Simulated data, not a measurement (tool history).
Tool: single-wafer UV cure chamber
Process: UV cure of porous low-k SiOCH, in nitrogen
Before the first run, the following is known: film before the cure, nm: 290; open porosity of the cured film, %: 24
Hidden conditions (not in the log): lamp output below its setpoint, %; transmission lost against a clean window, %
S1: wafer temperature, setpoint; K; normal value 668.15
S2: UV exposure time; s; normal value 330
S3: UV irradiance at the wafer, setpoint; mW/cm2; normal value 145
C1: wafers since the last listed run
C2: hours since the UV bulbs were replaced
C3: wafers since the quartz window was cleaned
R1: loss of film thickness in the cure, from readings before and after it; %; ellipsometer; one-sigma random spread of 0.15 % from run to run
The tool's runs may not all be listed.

| run | day | S1 | S2 | S3 | C1 | C2 | C3 | R1 |
|---|---|---|---|---|---|---|---|---|
| 1 | 0 | 668.15 | 435 | 145 | 0 | 1119.7 | 2774 | 15.234 |
| 2 | 0.975 | 664.15 | 330 | 163 | 229 | 1143.1 | 3003 | 14.668 |
| 3 | 1.633 | 668.15 | 330 | 145 | 154 | 1158.9 | 3158 | 14.061 |
| 4 | 3.467 | 668.15 | 330 | 145 | 431 | 1202.9 | 3590 | 14.279 |
| 5 | 4.121 | 668.15 | 330 | 145 | 153 | 1218.6 | 3744 | 14.02 |
| 6 | 4.983 | 668.15 | 330 | 145 | 203 | 1239.3 | 3947 | 13.877 |
|  | 5.879 | quartz window cleaned |
| 7 | 5.9 | 668.15 | 380 | 122 | 137 | 1261.3 | 5 | 13.855 |
| 8 | 7.071 | 668.15 | 380 | 122 | 275 | 1289.4 | 280 | 13.83 |
| 9 | 7.992 | 668.15 | 330 | 145 | 216 | 1311.5 | 497 | 13.961 |
| 10 | 8.538 | 668.15 | 415 | 177 | 128 | 1324.6 | 625 | 16.15 |
|  | 9.596 | UV bulbs replaced |
| 11 | 9.804 | 668.15 | 150 | 106 | 219 | 5 | 845 | 11.102 |
| 12 | 10.958 | 668.15 | 330 | 163 | 271 | 32.7 | 1117 | 16.712 |

Run 13 is up next; what results do you expect?
| 13 | 14.217 | 679.15 | 330 | 181 | 766 | 110.9 | 1884 | ? |

Run 13 measured R1 17.268 %.
With no hidden state in the tool, this same run would have given R1 17.942 %.

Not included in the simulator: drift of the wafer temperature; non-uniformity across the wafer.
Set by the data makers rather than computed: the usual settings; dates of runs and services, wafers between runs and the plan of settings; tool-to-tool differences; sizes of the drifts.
